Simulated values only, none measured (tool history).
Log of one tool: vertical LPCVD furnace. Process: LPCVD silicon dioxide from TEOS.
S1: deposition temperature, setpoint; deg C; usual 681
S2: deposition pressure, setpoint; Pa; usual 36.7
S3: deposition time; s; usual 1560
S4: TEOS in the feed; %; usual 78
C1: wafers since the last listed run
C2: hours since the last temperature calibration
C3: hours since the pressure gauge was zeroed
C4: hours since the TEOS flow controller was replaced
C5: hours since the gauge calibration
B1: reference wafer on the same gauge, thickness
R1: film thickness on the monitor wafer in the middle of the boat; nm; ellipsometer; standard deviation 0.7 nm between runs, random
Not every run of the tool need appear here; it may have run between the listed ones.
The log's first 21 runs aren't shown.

run 22 hour=1300.7 | S1=690 S2=32.7 S3=1110 S4=89 | C1=1234 C2=284 C3=295 C4=157.8 C5=608.5 | B1=129.9 | R1=118.79
run 23 hour=1367 | S1=674 S2=32.7 S3=1560 S4=78 | C1=1387 C2=350.3 C3=361.3 C4=224.1 C5=674.8 | B1=130.05 | R1=106.02
run 24 hour=1425.8 | S1=681 S2=42.7 S3=1560 S4=78 | C1=1230 C2=409.1 C3=420.1 C4=282.9 C5=733.6 | B1=129.94 | R1=145.44
run 25 hour=1451.9 | S1=689 S2=36.7 S3=1560 S4=78 | C1=546 C2=435.2 C3=446.2 C4=309 C5=759.7 | B1=130.09 | R1=161.59
run 26 hour=1483.1 | S1=681 S2=36.7 S3=1560 S4=78 | C1=653 C2=466.4 C3=477.4 C4=340.2 C5=790.9 | B1=129.9 | R1=133.93
run 27 hour=1520.8 | S1=681 S2=44 S3=1740 S4=68 | C1=789 C2=504.1 C3=515.1 C4=377.9 C5=828.6 | B1=129.91 | R1=153.47
run 28 hour=1564.7 | S1=681 S2=36.7 S3=1560 S4=78 | C1=918 C2=548 C3=559 C4=421.8 C5=872.5 | B1=129.88 | R1=134.3
run 29 hour=1623.7 | S1=670 S2=42.7 S3=1560 S4=78 | C1=1234 C2=607 C3=618 C4=480.8 C5=931.5 | B1=130 | R1=110.94
run 30 hour=1657.6 | S1=681 S2=36.7 S3=1560 S4=67 | C1=709 C2=640.9 C3=651.9 C4=514.7 C5=965.4 | B1=129.93 | R1=124.99

Each row is a separate what-if for the run after 30, all from the same tool condition, not one after another. Results?
run A hour=1661.4 | S1=681 S2=36.7 S3=1980 S4=78 | C1=79 C2=644.7 C3=655.7 C4=518.5 C5=969.2 | B1=? | R1=?
run B hour=1661.4 | S1=686 S2=36.7 S3=1890 S4=69 | C1=79 C2=644.7 C3=655.7 C4=518.5 C5=969.2 | B1=? | R1=?
run C hour=1661.4 | S1=681 S2=36.7 S3=1560 S4=68 | C1=79 C2=644.7 C3=655.7 C4=518.5 C5=969.2 | B1=? | R1=?
run D hour=1661.4 | S1=686 S2=36.7 S3=1080 S4=78 | C1=79 C2=644.7 C3=655.7 C4=518.5 C5=969.2 | B1=? | R1=?
run E hour=1661.4 | S1=690 S2=36.7 S3=1560 S4=78 | C1=79 C2=644.7 C3=655.7 C4=518.5 C5=969.2 | B1=? | R1=?

run=A B1=130.13 R1=172.52
run=B B1=130.13 R1=174.68
run=C B1=130.13 R1=126.91
run=D B1=130.13 R1=106.13
run=E B1=130.13 R1=168.63
Without the tool's unlogged condition, the same runs would have read:
run=A R1=170.51
run=B R1=172.67
run=C R1=125.44
run=D R1=104.91
run=E R1=166.7
